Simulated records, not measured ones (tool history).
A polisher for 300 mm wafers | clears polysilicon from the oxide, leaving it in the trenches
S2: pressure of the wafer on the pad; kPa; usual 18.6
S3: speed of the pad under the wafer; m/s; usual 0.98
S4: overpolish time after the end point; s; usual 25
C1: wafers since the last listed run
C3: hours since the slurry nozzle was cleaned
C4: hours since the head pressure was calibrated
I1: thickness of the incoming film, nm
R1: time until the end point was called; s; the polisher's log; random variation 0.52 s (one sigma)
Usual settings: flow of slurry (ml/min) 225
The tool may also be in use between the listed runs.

run 1 hour=0.0 | flow_of_slurry_(ml/min)=225 S2=23.4 S3=0.98 S4=35 | C1=0 wafers_polished_on_this_pad=1480 C3=280.4 C4=808.0 | I1=594.5 | R1=41.1
-- hour=58.9 worn pad replaced by a new one
run 2 hour=106.8 | flow_of_slurry_(ml/min)=225 S2=18.6 S3=0.98 S4=25 | C1=619 wafers_polished_on_this_pad=288 C3=387.2 C4=914.8 | I1=597.0 | R1=53.9
run 3 hour=168.3 | flow_of_slurry_(ml/min)=225 S2=18.6 S3=0.98 S4=25 | C1=370 wafers_polished_on_this_pad=658 C3=448.7 C4=976.3 | I1=586.0 | R1=52.8
run 4 hour=242.0 | flow_of_slurry_(ml/min)=225 S2=18.6 S3=0.98 S4=25 | C1=443 wafers_polished_on_this_pad=1102 C3=522.4 C4=1050.0 | I1=586.5 | R1=53.4
-- hour=275.7 head pressure recalibrated
run 5 hour=348.7 | flow_of_slurry_(ml/min)=225 S2=18.6 S3=0.98 S4=25 | C1=630 wafers_polished_on_this_pad=1733 C3=629.1 C4=73.0 | I1=590.0 | R1=50.4
-- hour=367.9 worn pad replaced by a new one
run 6 hour=412.7 | flow_of_slurry_(ml/min)=225 S2=18.6 S3=0.98 S4=25 | C1=361 wafers_polished_on_this_pad=269 C3=693.1 C4=137.0 | I1=591.6 | R1=51.1
-- hour=446.8 slurry nozzle cleaned
run 7 hour=450.1 | flow_of_slurry_(ml/min)=225 S2=18.6 S3=0.98 S4=25 | C1=219 wafers_polished_on_this_pad=489 C3=3.3 C4=174.4 | I1=584.4 | R1=46.7
run 8 hour=518.1 | flow_of_slurry_(ml/min)=175 S2=18.6 S3=0.98 S4=16 | C1=409 wafers_polished_on_this_pad=898 C3=71.3 C4=242.4 | I1=587.1 | R1=49.8
run 9 hour=588.6 | flow_of_slurry_(ml/min)=225 S2=18.6 S3=0.98 S4=25 | C1=424 wafers_polished_on_this_pad=1323 C3=141.8 C4=312.9 | I1=603.2 | R1=50.3
run 10 hour=653.3 | flow_of_slurry_(ml/min)=190 S2=18.6 S3=0.98 S4=25 | C1=389 wafers_polished_on_this_pad=1713 C3=206.5 C4=377.6 | I1=588.0 | R1=50.2
-- hour=714.3 worn pad replaced by a new one
run 11 hour=758.9 | flow_of_slurry_(ml/min)=225 S2=18.6 S3=0.98 S4=25 | C1=612 wafers_polished_on_this_pad=268 C3=312.1 C4=483.2 | I1=601.1 | R1=52.1
run 12 hour=829.7 | flow_of_slurry_(ml/min)=260 S2=18.6 S3=0.82 S4=32 | C1=426 wafers_polished_on_this_pad=695 C3=382.9 C4=554.0 | I1=593.5 | R1=60.4
run 13 hour=911.6 | flow_of_slurry_(ml/min)=255 S2=18.6 S3=0.98 S4=25 | C1=493 wafers_polished_on_this_pad=1188 C3=464.8 C4=635.9 | I1=590.0 | R1=51.2
run 14 hour=948.4 | flow_of_slurry_(ml/min)=190 S2=21.4 S3=0.76 S4=25 | C1=221 wafers_polished_on_this_pad=1410 C3=501.6 C4=672.7 | I1=583.7 | R1=61.1
run 15 hour=988.0 | flow_of_slurry_(ml/min)=225 S2=13.8 S3=1.18 S4=38 | C1=238 wafers_polished_on_this_pad=1648 C3=541.2 C4=712.3 | I1=589.9 | R1=59.1
-- hour=1047.9 slurry nozzle cleaned
-- hour=1050.3 worn pad replaced by a new one
-- hour=1194.3 head pressure recalibrated
run 16 hour=1264.8 | flow_of_slurry_(ml/min)=175 S2=18.6 S3=0.98 S4=25 | C1=1634 wafers_polished_on_this_pad=1279 C3=216.9 C4=70.5 | I1=578.4 | R1=51.7
-- hour=1371.0 worn pad replaced by a new one
run 17 hour=1371.5 | flow_of_slurry_(ml/min)=290 S2=18.6 S3=0.98 S4=35 | C1=618 wafers_polished_on_this_pad=3 C3=323.6 C4=177.2 | I1=593.1 | R1=49.1
run 18 hour=1463.8 | flow_of_slurry_(ml/min)=225 S2=18.6 S3=0.98 S4=14 | C1=555 wafers_polished_on_this_pad=559 C3=415.9 C4=269.5 | I1=582.2 | R1=50.6
run 19 hour=1571.3 | flow_of_slurry_(ml/min)=185 S2=21.4 S3=0.98 S4=33 | C1=647 wafers_polished_on_this_pad=1206 C3=523.4 C4=377.0 | I1=586.7 | R1=48.0
run 20 hour=1636.9 | flow_of_slurry_(ml/min)=225 S2=18.6 S3=0.98 S4=25 | C1=395 wafers_polished_on_this_pad=1601 C3=589.0 C4=442.6 | I1=593.9 | R1=53.4
-- hour=1694.1 worn pad replaced by a new one
-- hour=1714.7 slurry nozzle cleaned
run 21 hour=1717.0 | flow_of_slurry_(ml/min)=170 S2=18.6 S3=0.98 S4=11 | C1=452 wafers_polished_on_this_pad=131 C3=2.3 C4=522.7 | I1=587.1 | R1=49.6

Some steps in R1 between neighbouring runs. How much of each would the tool show without its hidden state too (settings, what came in, random variation), and how much is left for the hidden state, with any gauge scatter that isn't in both results?
The hidden state here: removal rate lost through wear of the pad, %; slurry flow missing at the pad, %; deviation of the head's pressure from its setpoint, %.
Run 1 -> 2: S2 23.4 -> 18.6, S4 35 -> 25, worn pad replaced by a new one. R1 +12.8 s: hidden state +2.5, all else +10.3.
Run 6 -> 7: slurry nozzle cleaned. R1 -4.4 s: hidden state -4.6, all else +0.2.
Run 13 -> 14: flow of slurry (ml/min) 255 -> 190, S2 18.6 -> 21.4, S3 0.98 -> 0.76. R1 +9.9 s: hidden state +2.9, all else +7.0.
Run 20 -> 21: flow of slurry (ml/min) 225 -> 170, S4 25 -> 11, worn pad replaced by a new one, slurry nozzle cleaned. R1 -3.8 s: hidden state -4.8, all else +1.0.

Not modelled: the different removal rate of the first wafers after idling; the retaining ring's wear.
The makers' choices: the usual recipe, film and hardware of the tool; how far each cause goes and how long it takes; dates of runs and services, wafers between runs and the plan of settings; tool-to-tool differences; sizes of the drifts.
